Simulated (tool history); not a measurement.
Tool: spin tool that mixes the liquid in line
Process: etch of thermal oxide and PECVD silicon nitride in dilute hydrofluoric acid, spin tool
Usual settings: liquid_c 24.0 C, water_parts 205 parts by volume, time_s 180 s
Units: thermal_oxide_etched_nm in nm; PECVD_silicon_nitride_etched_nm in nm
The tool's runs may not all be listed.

| run | day | liquid_c | water_parts | time_s | wafers since the last listed run | hours since the thermometer was replaced | hours since the hydrofluoric acid flow meter was replaced | hours since the gauge calibration | read-back film thickness of the thermal oxide reference wafer, read on the same gauge (nm) | read-back film thickness of the PECVD silicon nitride reference wafer, read on the same gauge (nm) | thermal_oxide_etched_nm | PECVD_silicon_nitride_etched_nm |
|---|---|---|---|---|---|---|---|---|---|---|---|---|
| 1 | 0.000 | 24.0 | 205 | 180 | 0 | 829.5 | 1443.9 | 487.6 | 40.013 | 60.008 | 3.981 | 1.510 |
| 2 | 0.771 | 24.0 | 205 | 210 | 199 | 848.0 | 1462.4 | 506.1 | 40.015 | 59.992 | 4.580 | 1.796 |
| 3 | 1.125 | 24.0 | 205 | 210 | 91 | 856.5 | 1470.9 | 514.6 | 39.998 | 59.993 | 4.523 | 1.809 |
| 4 | 1.804 | 24.0 | 205 | 210 | 175 | 872.8 | 1487.2 | 530.9 | 39.983 | 60.006 | 4.556 | 1.766 |
| 5 | 2.329 | 24.0 | 205 | 180 | 135 | 885.4 | 1499.8 | 543.5 | 40.015 | 60.004 | 3.890 | 1.538 |
| 6 | 3.238 | 24.0 | 205 | 180 | 234 | 907.2 | 1521.6 | 565.3 | 40.003 | 59.977 | 3.925 | 1.472 |
|  | 3.596 | gauge calibrated |
| 7 | 3.900 | 24.0 | 205 | 180 | 171 | 923.1 | 1537.5 | 7.3 | 39.989 | 60.012 | 3.917 | 1.548 |
| 8 | 4.571 | 24.0 | 235 | 180 | 173 | 939.2 | 1553.6 | 23.4 | 39.973 | 60.000 | 3.337 | 1.316 |
| 9 | 5.067 | 27.5 | 145 | 180 | 128 | 951.1 | 1565.5 | 35.3 | 40.036 | 60.017 | 6.746 | 2.649 |
| 10 | 6.162 | 27.5 | 145 | 180 | 283 | 977.4 | 1591.8 | 61.6 | 39.991 | 59.998 | 6.679 | 2.683 |
| 11 | 6.721 | 27.5 | 145 | 180 | 144 | 990.8 | 1605.2 | 75.0 | 39.996 | 60.008 | 6.778 | 2.650 |
| 12 | 7.246 | 26.5 | 270 | 180 | 135 | 1003.4 | 1617.8 | 87.6 | 40.005 | 60.010 | 3.071 | 1.322 |
| 13 | 7.650 | 26.5 | 235 | 225 | 104 | 1013.1 | 1627.5 | 97.3 | 39.996 | 60.015 | 4.600 | 1.956 |
| 14 | 8.204 | 24.0 | 205 | 180 | 143 | 1026.4 | 1640.8 | 110.6 | 40.013 | 60.022 | 3.893 | 1.535 |
|  | 8.625 | thermometer replaced |
| 15 | 8.654 | 26.5 | 125 | 100 | 105 | 0.7 | 1651.6 | 121.4 | 39.991 | 59.999 | 4.685 | 1.866 |
| 16 | 9.308 | 22.5 | 240 | 100 | 168 | 16.4 | 1667.3 | 137.1 | 39.998 | 59.991 | 1.853 | 0.757 |
| 17 | 11.321 | 20.5 | 205 | 180 | 519 | 64.7 | 1715.6 | 185.4 | 39.980 | 59.990 | 3.793 | 1.365 |
| 18 | 11.617 | 27.5 | 145 | 180 | 76 | 71.8 | 1722.7 | 192.5 | 40.001 | 59.992 | 7.331 | 2.981 |
| 19 | 11.962 | 21.0 | 110 | 95 | 89 | 80.1 | 1731.0 | 200.8 | 39.979 | 59.999 | 4.073 | 1.336 |
| 20 | 12.650 | 27.0 | 250 | 270 | 177 | 96.6 | 1747.5 | 217.3 | 40.000 | 59.987 | 5.553 | 2.562 |
|  | 12.854 | hydrofluoric acid flow meter replaced |
| 21 | 13.208 | 24.0 | 205 | 180 | 133 | 110.0 | 8.5 | 230.7 | 39.996 | 60.007 | 3.728 | 1.519 |
| 22 | 13.625 | 24.0 | 205 | 180 | 107 | 120.0 | 18.5 | 240.7 | 40.024 | 60.002 | 3.713 | 1.509 |
| 23 | 14.288 | 21.5 | 110 | 180 | 171 | 135.9 | 34.4 | 256.6 | 39.980 | 59.995 | 6.879 | 2.342 |
| 24 | 14.975 | 20.0 | 205 | 180 | 177 | 152.4 | 50.9 | 273.1 | 40.012 | 59.983 | 3.170 | 1.145 |
| 25 | 15.638 | 28.5 | 205 | 90 | 171 | 168.3 | 66.8 | 289.0 | 40.008 | 60.019 | 2.183 | 1.025 |
| 26 | 16.225 | 27.5 | 145 | 180 | 151 | 182.4 | 80.9 | 303.1 | 39.971 | 60.011 | 6.391 | 2.699 |
| 27 | 16.921 | 29.0 | 205 | 180 | 179 | 199.1 | 97.6 | 319.8 | 40.013 | 60.006 | 4.464 | 2.083 |

Forecast each of these 3 alternatives for the next run:
| A | 16.942 | 24.0 | 205 | 180 | 5 | 199.6 | 98.1 | 320.3 | ? | ? | ? | ? |
| B | 16.942 | 24.0 | 205 | 285 | 5 | 199.6 | 98.1 | 320.3 | ? | ? | ? | ? |
| C | 16.942 | 26.5 | 275 | 260 | 5 | 199.6 | 98.1 | 320.3 | ? | ? | ? | ? |

| run | read-back film thickness of the thermal oxide reference wafer, read on the same gauge (nm) | read-back film thickness of the PECVD silicon nitride reference wafer, read on the same gauge (nm) | thermal_oxide_etched_nm | PECVD_silicon_nitride_etched_nm |
|---|---|---|---|---|
| A | 40.013 | 59.977 | 3.675 | 1.526 |
| B | 40.013 | 59.977 | 5.819 | 2.416 |
| C | 40.013 | 59.977 | 4.026 | 1.922 |
Without the tool's hidden state the same runs would have given:
| run | thermal_oxide_etched_nm | PECVD_silicon_nitride_etched_nm |
|---|---|---|
| A | 3.670 | 1.552 |
| B | 5.811 | 2.458 |
| C | 4.010 | 1.951 |

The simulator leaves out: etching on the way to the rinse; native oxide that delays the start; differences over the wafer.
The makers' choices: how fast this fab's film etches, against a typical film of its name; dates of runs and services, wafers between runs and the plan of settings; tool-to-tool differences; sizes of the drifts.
